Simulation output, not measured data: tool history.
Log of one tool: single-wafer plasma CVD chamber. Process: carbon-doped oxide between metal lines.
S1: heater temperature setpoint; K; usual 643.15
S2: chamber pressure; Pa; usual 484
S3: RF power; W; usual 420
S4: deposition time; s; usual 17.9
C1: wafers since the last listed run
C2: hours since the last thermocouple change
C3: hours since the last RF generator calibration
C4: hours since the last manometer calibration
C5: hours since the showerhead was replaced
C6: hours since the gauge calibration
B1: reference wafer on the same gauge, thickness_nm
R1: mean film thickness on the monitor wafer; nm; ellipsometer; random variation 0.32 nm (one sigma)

| run | hour | S1 | S2 | S3 | S4 | C1 | C2 | C3 | C4 | C5 | C6 | B1 | R1 |
|---|---|---|---|---|---|---|---|---|---|---|---|---|---|
| 1 | 0.0 | 643.15 | 413 | 470 | 17.9 | 0 | 2668.9 | 941.5 | 3143.5 | 6073.8 | 102.4 | 76.519 | 75.032 |
| 2 | 11.8 | 643.15 | 413 | 470 | 17.9 | 163 | 2680.7 | 953.3 | 3155.3 | 6085.6 | 114.2 | 76.405 | 76.056 |
| 3 | 58.8 | 643.15 | 413 | 470 | 17.9 | 649 | 2727.7 | 1000.3 | 3202.3 | 6132.6 | 161.2 | 76.513 | 75.433 |
| 4 | 74.3 | 643.15 | 484 | 420 | 17.9 | 214 | 2743.2 | 1015.8 | 3217.8 | 6148.1 | 176.7 | 76.489 | 70.922 |
| 5 | 84.4 | 643.15 | 484 | 420 | 17.9 | 139 | 2753.3 | 1025.9 | 3227.9 | 6158.2 | 186.8 | 76.319 | 70.460 |
|  | 93.8 | RF generator calibrated |
|  | 95.4 | capacitance manometer re-zeroed and calibrated |
| 6 | 100.4 | 643.15 | 484 | 420 | 17.9 | 88 | 2769.3 | 6.6 | 5.0 | 6174.2 | 202.8 | 76.416 | 70.218 |
|  | 121.4 | thermocouple changed; heater temperature recalibrated |
| 7 | 121.9 | 643.15 | 484 | 420 | 17.9 | 186 | 0.5 | 28.1 | 26.5 | 6195.7 | 224.3 | 76.399 | 70.090 |
| 8 | 128.8 | 649.15 | 484 | 355 | 17.9 | 95 | 7.4 | 35.0 | 33.4 | 6202.6 | 231.2 | 76.697 | 59.490 |
| 9 | 144.5 | 643.15 | 484 | 420 | 17.9 | 216 | 23.1 | 50.7 | 49.1 | 6218.3 | 246.9 | 76.539 | 70.728 |
|  | 164.3 | showerhead replaced |
| 10 | 164.8 | 643.15 | 484 | 380 | 19.1 | 169 | 43.4 | 71.0 | 69.4 | 0.5 | 267.2 | 76.393 | 69.382 |
|  | 167.2 | gauge calibrated |
| 11 | 170.5 | 634.15 | 484 | 420 | 15.9 | 78 | 49.1 | 76.7 | 75.1 | 6.2 | 3.3 | 76.599 | 64.212 |
| 12 | 177.2 | 649.15 | 437 | 380 | 19.9 | 92 | 55.8 | 83.4 | 81.8 | 12.9 | 10.0 | 76.529 | 69.243 |
| 13 | 184.4 | 643.15 | 484 | 420 | 20.6 | 99 | 63.0 | 90.6 | 89.0 | 20.1 | 17.2 | 76.603 | 81.006 |
| 14 | 197.5 | 643.15 | 484 | 475 | 17.9 | 181 | 76.1 | 103.7 | 102.1 | 33.2 | 30.3 | 76.403 | 78.213 |
| 15 | 212.7 | 654.15 | 577 | 470 | 16.6 | 210 | 91.3 | 118.9 | 117.3 | 48.4 | 45.5 | 76.519 | 72.888 |
| 16 | 251.9 | 629.15 | 387 | 420 | 17.9 | 541 | 130.5 | 158.1 | 156.5 | 87.6 | 84.7 | 76.472 | 71.039 |
| 17 | 262.6 | 643.15 | 413 | 470 | 17.9 | 147 | 141.2 | 168.8 | 167.2 | 98.3 | 95.4 | 76.462 | 76.545 |
| 18 | 279.4 | 643.15 | 571 | 445 | 17.9 | 232 | 158.0 | 185.6 | 184.0 | 115.1 | 112.2 | 76.438 | 76.869 |

What the log doesn't show, run by run:
wafer temperature above the value expected at the setpoint (K): 0 in every run
delivered RF power above the setpoint (%): 0 in every run
true pressure above the setpoint (%): 0 in every run
gauge reads high (%): 0 in every run
